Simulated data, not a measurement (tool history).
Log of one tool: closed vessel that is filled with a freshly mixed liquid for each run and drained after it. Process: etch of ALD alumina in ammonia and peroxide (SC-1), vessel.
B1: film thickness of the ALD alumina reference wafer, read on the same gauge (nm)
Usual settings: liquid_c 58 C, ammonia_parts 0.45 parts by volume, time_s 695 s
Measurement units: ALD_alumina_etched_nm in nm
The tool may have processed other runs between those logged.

{"run": 1, "hour": 0.0, "liquid_c": 58, "ammonia_parts": 0.45, "time_s": 695, "B1": 29.97, "ALD_alumina_etched_nm": 42.01}
{"run": 2, "hour": 76.7, "liquid_c": 62.5, "ammonia_parts": 0.45, "time_s": 1000, "B1": 29.99, "ALD_alumina_etched_nm": 76.59}
{"run": 3, "hour": 113.1, "liquid_c": 58, "ammonia_parts": 0.45, "time_s": 695, "B1": 30.01, "ALD_alumina_etched_nm": 42.49}
{"run": 4, "hour": 204.7, "liquid_c": 58, "ammonia_parts": 0.45, "time_s": 695, "B1": 30.01, "ALD_alumina_etched_nm": 42.5}
{"run": 5, "hour": 251.0, "liquid_c": 58, "ammonia_parts": 0.35, "time_s": 990, "B1": 30, "ALD_alumina_etched_nm": 59.42}
{"run": 6, "hour": 354.4, "liquid_c": 58, "ammonia_parts": 0.45, "time_s": 950, "B1": 29.99, "ALD_alumina_etched_nm": 57.99}
{"run": 7, "hour": 425.8, "liquid_c": 58, "ammonia_parts": 0.3, "time_s": 990, "B1": 30.01, "ALD_alumina_etched_nm": 58.32}
{"run": 8, "hour": 478.6, "liquid_c": 58, "ammonia_parts": 0.45, "time_s": 695, "B1": 30.01, "ALD_alumina_etched_nm": 43.27}
{"run": 9, "hour": 583.0, "liquid_c": 58, "ammonia_parts": 0.45, "time_s": 695, "B1": 30.01, "ALD_alumina_etched_nm": 43.53}
{"run": 10, "hour": 660.7, "liquid_c": 58, "ammonia_parts": 0.45, "time_s": 695, "B1": 30, "ALD_alumina_etched_nm": 43.43}
{"run": 11, "hour": 741.9, "liquid_c": 58, "ammonia_parts": 0.45, "time_s": 695, "B1": 29.99, "ALD_alumina_etched_nm": 43.33}
{"run": 12, "hour": 825.4, "liquid_c": 51, "ammonia_parts": 0.45, "time_s": 460, "B1": 30.01, "ALD_alumina_etched_nm": 18.25}
{"run": 13, "hour": 880.1, "liquid_c": 58, "ammonia_parts": 0.3, "time_s": 850, "B1": 30.02, "ALD_alumina_etched_nm": 47.33}
{"run": 14, "hour": 923.7, "liquid_c": 58, "ammonia_parts": 0.6, "time_s": 695, "B1": 30, "ALD_alumina_etched_nm": 41.19}
{"run": 15, "hour": 1006.2, "liquid_c": 61.5, "ammonia_parts": 0.25, "time_s": 695, "B1": 30, "ALD_alumina_etched_nm": 46.06}
{"run": 16, "hour": 1074.8, "liquid_c": 64, "ammonia_parts": 0.65, "time_s": 570, "B1": 29.99, "ALD_alumina_etched_nm": 46.5}
{"run": 17, "hour": 1181.5, "liquid_c": 54, "ammonia_parts": 0.45, "time_s": 590, "B1": 30.02, "ALD_alumina_etched_nm": 27.91}
{"run": 18, "hour": 1231.3, "liquid_c": 65, "ammonia_parts": 0.3, "time_s": 695, "B1": 30.02, "ALD_alumina_etched_nm": 55.34}
{"run": 19, "hour": 1272.1, "liquid_c": 58, "ammonia_parts": 0.45, "time_s": 695, "B1": 30, "ALD_alumina_etched_nm": 40.99}
{"run": 20, "hour": 1371.6, "liquid_c": 58, "ammonia_parts": 0.45, "time_s": 695, "B1": 29.99, "ALD_alumina_etched_nm": 41.56}
{"run": 21, "hour": 1447.8, "liquid_c": 58, "ammonia_parts": 0.45, "time_s": 695, "B1": 30.02, "ALD_alumina_etched_nm": 40.83}
{"run": 22, "hour": 1765.2, "liquid_c": 65, "ammonia_parts": 0.45, "time_s": 905, "B1": 30.01, "ALD_alumina_etched_nm": 76.36}
{"run": 23, "hour": 1843.8, "liquid_c": 55, "ammonia_parts": 0.45, "time_s": 695, "B1": 30.04, "ALD_alumina_etched_nm": 35.51}
{"run": 24, "hour": 1893.1, "liquid_c": 58, "ammonia_parts": 0.45, "time_s": 695, "B1": 30.02, "ALD_alumina_etched_nm": 41.77}
{"run": 25, "hour": 1934.0, "liquid_c": 58, "ammonia_parts": 0.45, "time_s": 695, "B1": 29.98, "ALD_alumina_etched_nm": 41.3}
{"run": 26, "hour": 1974.0, "liquid_c": 54.5, "ammonia_parts": 0.65, "time_s": 405, "B1": 29.98, "ALD_alumina_etched_nm": 20.81}
{"run": 27, "hour": 2050.3, "liquid_c": 58, "ammonia_parts": 0.55, "time_s": 400, "B1": 30, "ALD_alumina_etched_nm": 24.41}
{"run": 28, "hour": 2133.5, "liquid_c": 58, "ammonia_parts": 0.6, "time_s": 805, "B1": 29.99, "ALD_alumina_etched_nm": 49.44}
{"run": 29, "hour": 2198.9, "liquid_c": 58, "ammonia_parts": 0.65, "time_s": 695, "B1": 29.99, "ALD_alumina_etched_nm": 42.9}

Removed from this log: 6 entries logged between the listed runs. Between which two listed runs does each belong, and how does the tool's hidden state at the listed run before it compare with that at the listed run after it?
Between runs 8 and 9: new drum of ammonia solution connected (hour 482.8)
  liquid hotter than its thermometer reads (K): 1.58 -> 1.64
  what was measured, less what the result would be without the hidden state, ALD_alumina_etched_nm: +3.39 -> +3.54 nm
Between runs 9 and 10: ammonia flow meter replaced (hour 644.6)
  liquid hotter than its thermometer reads (K): 1.64 -> 1.69
  what was measured, less what the result would be without the hidden state, ALD_alumina_etched_nm: +3.54 -> +3.63 nm
Between runs 11 and 12: thermometer replaced (hour 796.1)
  liquid hotter than its thermometer reads (K): 1.74 -> 0.199
  what was measured, less what the result would be without the hidden state, ALD_alumina_etched_nm: +3.73 -> +0.2 nm
Between runs 14 and 15: gauge calibrated (hour 931.9)
  liquid hotter than its thermometer reads (K): 0.26 -> 0.312
  what was measured, less what the result would be without the hidden state, ALD_alumina_etched_nm: +0.55 -> +0.72 nm
Between runs 19 and 20: new drum of ammonia solution connected (hour 1336)
  liquid hotter than its thermometer reads (K): 0.477 -> 0.539
  what was measured, less what the result would be without the hidden state, ALD_alumina_etched_nm: +1.01 -> +1.15 nm
Between runs 26 and 27: new drum of ammonia solution connected (hour 2044.9)
  liquid hotter than its thermometer reads (K): 0.913 -> 0.961
  what was measured, less what the result would be without the hidden state, ALD_alumina_etched_nm: +0.99 -> +1.19 nm
